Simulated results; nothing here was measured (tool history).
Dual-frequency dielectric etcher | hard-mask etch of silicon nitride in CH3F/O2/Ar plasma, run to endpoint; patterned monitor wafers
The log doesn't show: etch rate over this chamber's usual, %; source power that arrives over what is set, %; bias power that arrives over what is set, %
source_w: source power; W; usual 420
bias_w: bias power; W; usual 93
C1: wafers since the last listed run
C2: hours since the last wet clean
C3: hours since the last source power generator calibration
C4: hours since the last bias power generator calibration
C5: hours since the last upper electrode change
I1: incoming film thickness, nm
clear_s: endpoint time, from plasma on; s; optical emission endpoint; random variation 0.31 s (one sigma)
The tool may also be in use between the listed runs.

{"run": 1, "hour": 0.0, "source_w": 420, "bias_w": 82, "C1": 0, "C2": 297.3, "C3": 2076.0, "C4": 1935.7, "C5": 4170.8, "I1": 47.7, "clear_s": 67.2}
{"run": 2, "hour": 28.5, "source_w": 420, "bias_w": 82, "C1": 206, "C2": 325.8, "C3": 2104.5, "C4": 1964.2, "C5": 4199.3, "I1": 47.55, "clear_s": 68.0}
{"run": 3, "hour": 78.7, "source_w": 420, "bias_w": 82, "C1": 363, "C2": 376.0, "C3": 2154.7, "C4": 2014.4, "C5": 4249.5, "I1": 47.53, "clear_s": 68.4}
{"hour": 114.5, "done": "wet clean of the chamber"}
{"run": 4, "hour": 143.4, "source_w": 420, "bias_w": 93, "C1": 294, "C2": 28.9, "C3": 2219.4, "C4": 2079.1, "C5": 4314.2, "I1": 47.95, "clear_s": 63.2}
{"run": 5, "hour": 178.8, "source_w": 420, "bias_w": 93, "C1": 256, "C2": 64.3, "C3": 2254.8, "C4": 2114.5, "C5": 4349.6, "I1": 47.36, "clear_s": 62.6}
{"run": 6, "hour": 222.7, "source_w": 420, "bias_w": 87, "C1": 318, "C2": 108.2, "C3": 2298.7, "C4": 2158.4, "C5": 4393.5, "I1": 47.8, "clear_s": 65.3}
{"run": 7, "hour": 254.4, "source_w": 420, "bias_w": 87, "C1": 229, "C2": 139.9, "C3": 2330.4, "C4": 2190.1, "C5": 4425.2, "I1": 47.61, "clear_s": 65.0}
{"run": 8, "hour": 316.8, "source_w": 380, "bias_w": 93, "C1": 452, "C2": 202.3, "C3": 2392.8, "C4": 2252.5, "C5": 4487.6, "I1": 47.11, "clear_s": 65.3}
{"hour": 365.4, "done": "bias power generator calibrated"}
{"run": 9, "hour": 365.9, "source_w": 420, "bias_w": 93, "C1": 326, "C2": 251.4, "C3": 2441.9, "C4": 0.5, "C5": 4536.7, "I1": 47.37, "clear_s": 63.9}
{"run": 10, "hour": 434.6, "source_w": 420, "bias_w": 93, "C1": 497, "C2": 320.1, "C3": 2510.6, "C4": 69.2, "C5": 4605.4, "I1": 48.03, "clear_s": 65.7}
{"hour": 484.9, "done": "wet clean of the chamber"}
{"hour": 509.3, "done": "upper electrode replaced"}
{"run": 11, "hour": 509.8, "source_w": 420, "bias_w": 93, "C1": 197, "C2": 24.9, "C3": 2585.8, "C4": 144.4, "C5": 0.5, "I1": 48.1, "clear_s": 63.7}
{"run": 12, "hour": 510.1, "source_w": 370, "bias_w": 110, "C1": 2, "C2": 25.2, "C3": 2586.1, "C4": 144.7, "C5": 0.8, "I1": 47.71, "clear_s": 62.3}
{"run": 13, "hour": 527.8, "source_w": 360, "bias_w": 114, "C1": 128, "C2": 42.9, "C3": 2603.8, "C4": 162.4, "C5": 18.5, "I1": 47.67, "clear_s": 62.6}
{"run": 14, "hour": 573.6, "source_w": 350, "bias_w": 116, "C1": 331, "C2": 88.7, "C3": 2649.6, "C4": 208.2, "C5": 64.3, "I1": 47.73, "clear_s": 63.5}
{"run": 15, "hour": 608.3, "source_w": 380, "bias_w": 102, "C1": 251, "C2": 123.4, "C3": 2684.3, "C4": 242.9, "C5": 99.0, "I1": 48.11, "clear_s": 64.2}
{"run": 16, "hour": 680.1, "source_w": 350, "bias_w": 114, "C1": 520, "C2": 195.2, "C3": 2756.1, "C4": 314.7, "C5": 170.8, "I1": 47.89, "clear_s": 65.0}
{"hour": 742.7, "done": "source power generator calibrated"}
{"run": 17, "hour": 743.2, "source_w": 350, "bias_w": 86, "C1": 428, "C2": 258.3, "C3": 0.5, "C4": 377.8, "C5": 233.9, "I1": 47.62, "clear_s": 72.4}
{"run": 18, "hour": 795.2, "source_w": 380, "bias_w": 102, "C1": 376, "C2": 310.3, "C3": 52.5, "C4": 429.8, "C5": 285.9, "I1": 47.8, "clear_s": 65.6}
{"hour": 833.3, "done": "wet clean of the chamber"}
{"run": 19, "hour": 949.5, "source_w": 420, "bias_w": 93, "C1": 944, "C2": 116.2, "C3": 206.8, "C4": 584.1, "C5": 440.2, "I1": 47.52, "clear_s": 63.1}
{"run": 20, "hour": 989.7, "source_w": 490, "bias_w": 80, "C1": 291, "C2": 156.4, "C3": 247.0, "C4": 624.3, "C5": 480.4, "I1": 47.79, "clear_s": 63.1}
{"run": 21, "hour": 1039.6, "source_w": 420, "bias_w": 93, "C1": 361, "C2": 206.3, "C3": 296.9, "C4": 674.2, "C5": 530.3, "I1": 47.97, "clear_s": 64.8}
{"run": 22, "hour": 1087.8, "source_w": 420, "bias_w": 85, "C1": 349, "C2": 254.5, "C3": 345.1, "C4": 722.4, "C5": 578.5, "I1": 48.29, "clear_s": 67.7}

What the log doesn't show, run by run:
source power that arrives over what is set, %: 0 in every run
bias power that arrives over what is set, %: 0 in every run
H1: etch rate over this chamber's usual, %
run=1 H1=-3.75
run=2 H1=-4.13
run=3 H1=-4.81
run=4 H1=-0.399
run=5 H1=-0.875
run=6 H1=-1.47
run=7 H1=-1.89
run=8 H1=-2.73
run=9 H1=-3.39
run=10 H1=-4.31
run=11 H1=-0.933
run=12 H1=-0.937
run=13 H1=-1.18
run=14 H1=-1.79
run=15 H1=-2.26
run=16 H1=-3.22
run=17 H1=-4.07
run=18 H1=-4.77
run=19 H1=-1.38
run=20 H1=-1.92
run=21 H1=-2.59
run=22 H1=-3.24
